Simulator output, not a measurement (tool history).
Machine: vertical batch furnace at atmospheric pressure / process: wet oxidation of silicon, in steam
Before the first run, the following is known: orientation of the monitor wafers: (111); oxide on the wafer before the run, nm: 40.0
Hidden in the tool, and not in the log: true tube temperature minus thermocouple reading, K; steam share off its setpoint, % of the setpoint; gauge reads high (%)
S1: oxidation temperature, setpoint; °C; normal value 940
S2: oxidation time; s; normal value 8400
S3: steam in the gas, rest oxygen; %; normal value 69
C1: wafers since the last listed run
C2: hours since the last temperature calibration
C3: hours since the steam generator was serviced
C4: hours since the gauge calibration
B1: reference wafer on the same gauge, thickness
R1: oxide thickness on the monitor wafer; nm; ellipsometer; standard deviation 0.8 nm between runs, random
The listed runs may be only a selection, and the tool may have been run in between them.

Run 1, hour 0: usual settings but S1 955 °C; C1 0; C2 3042.7; C3 2906.8; C4 162.6; B1 571.05. Result: R1 522.79 nm.
Run 2, hour 99.3: usual settings but S1 924 °C; C1 1518; C2 3142; C3 3006.1; C4 261.9; B1 571. Result: R1 426.38 nm.
Run 3, hour 158.8: usual settings but S3 63 %; C1 909; C2 3201.5; C3 3065.6; C4 321.4; B1 570.93. Result: R1 446.71 nm.
Run 4, hour 216.4: usual settings but S3 63 %; C1 880; C2 3259.1; C3 3123.2; C4 379; B1 571.04. Result: R1 446.31 nm.
Run 5, hour 236.7: usual settings; C1 310; C2 3279.4; C3 3143.5; C4 399.3; B1 570.89. Result: R1 474.11 nm.
Run 6, hour 270.6: usual settings; C1 518; C2 3313.3; C3 3177.4; C4 433.2; B1 571.08. Result: R1 474.24 nm.
Run 7, hour 304.8: usual settings; C1 522; C2 3347.5; C3 3211.6; C4 467.4; B1 570.97. Result: R1 472.31 nm.
At hour 305.3: gauge calibrated.
Run 8, hour 327.3: usual settings; C1 343; C2 3370; C3 3234.1; C4 22; B1 571.07. Result: R1 472.3 nm.
At hour 358.5: thermocouples replaced and temperature profile calibrated.
Run 9, hour 361.9: usual settings but S1 963 °C, S2 4680 s, S3 79 %; C1 162; C2 3.4; C3 3268.7; C4 56.6; B1 570.9. Result: R1 413.21 nm.
At hour 399.7: steam generator serviced.
Run 10, hour 400.2: usual settings but S3 63 %; C1 218; C2 41.7; C3 0.5; C4 94.9; B1 571.09. Result: R1 462.82 nm.

Run 11 is up next; what results do you expect?
Run 11, hour 405.3: usual settings but S1 955 °C, S2 6360 s, S3 74 %; C1 77; C2 46.8; C3 5.6; C4 100; B1 ?. Result: R1 ?.

Run 11 produced B1 570.88, R1 473.21 nm.
Had the tool carried no hidden state, the very same run would have given R1 474.3 nm.
